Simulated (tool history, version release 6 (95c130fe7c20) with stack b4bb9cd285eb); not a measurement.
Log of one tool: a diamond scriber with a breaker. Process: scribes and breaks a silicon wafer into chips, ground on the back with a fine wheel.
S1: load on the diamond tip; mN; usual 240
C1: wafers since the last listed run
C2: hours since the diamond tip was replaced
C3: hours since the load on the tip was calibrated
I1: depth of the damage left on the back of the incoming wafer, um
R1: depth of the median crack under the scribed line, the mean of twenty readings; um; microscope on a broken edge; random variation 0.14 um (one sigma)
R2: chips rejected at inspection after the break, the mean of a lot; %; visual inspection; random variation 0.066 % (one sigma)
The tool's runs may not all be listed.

| run | hour | S1 | C1 | C2 | C3 | I1 | R1 | R2 |
|---|---|---|---|---|---|---|---|---|
| 1 | 0.0 | 222 | 0 | 403.2 | 757.3 | 1.71 | 11.04 | 10.00 |
| 2 | 9.8 | 222 | 13 | 413.0 | 767.1 | 2.17 | 10.94 | 9.97 |
| 3 | 20.8 | 277 | 14 | 424.0 | 778.1 | 2.97 | 13.34 | 3.45 |
| 4 | 33.1 | 206 | 16 | 436.3 | 790.4 | 1.61 | 10.22 | 14.29 |
| 5 | 44.0 | 206 | 14 | 447.2 | 801.3 | 2.85 | 10.24 | 15.76 |
| 6 | 59.4 | 290 | 20 | 462.6 | 816.7 | 2.84 | 13.89 | 2.59 |
| 7 | 70.7 | 290 | 15 | 473.9 | 828.0 | 2.09 | 13.96 | 2.40 |
| 8 | 80.8 | 240 | 13 | 484.0 | 838.1 | 2.81 | 11.65 | 7.75 |
| 9 | 95.5 | 240 | 19 | 498.7 | 852.8 | 1.62 | 11.62 | 6.87 |
| 10 | 138.5 | 240 | 57 | 541.7 | 895.8 | 2.25 | 11.66 | 7.80 |
| 11 | 145.7 | 207 | 9 | 548.9 | 903.0 | 2.24 | 10.21 | 15.59 |
| 12 | 154.1 | 240 | 11 | 557.3 | 911.4 | 1.54 | 11.76 | 7.41 |
| 13 | 169.3 | 240 | 20 | 572.5 | 926.6 | 2.76 | 11.55 | 8.10 |
| 14 | 186.4 | 240 | 22 | 589.6 | 943.7 | 1.52 | 11.82 | 7.53 |
|  | 194.6 | load on the tip recalibrated |
| 15 | 195.1 | 240 | 8 | 598.3 | 0.5 | 2.17 | 11.62 | 7.89 |
| 16 | 205.2 | 240 | 13 | 608.4 | 10.6 | 2.50 | 11.56 | 8.12 |
| 17 | 211.7 | 180 | 8 | 614.9 | 17.1 | 1.86 | 8.97 | 24.77 |
| 18 | 221.6 | 275 | 13 | 624.8 | 27.0 | 1.62 | 13.13 | 3.28 |
| 19 | 232.9 | 281 | 15 | 636.1 | 38.3 | 2.46 | 13.59 | 3.25 |

Forecast run 20:
| 20 | 241.1 | 294 | 10 | 644.3 | 46.5 | 2.79 | ? | ? |

{"run 20": {"R1": 13.89, "R2": 2.66}}
Without the tool's hidden state the same run would have given R1 17.57 um, R2 5.06 %.
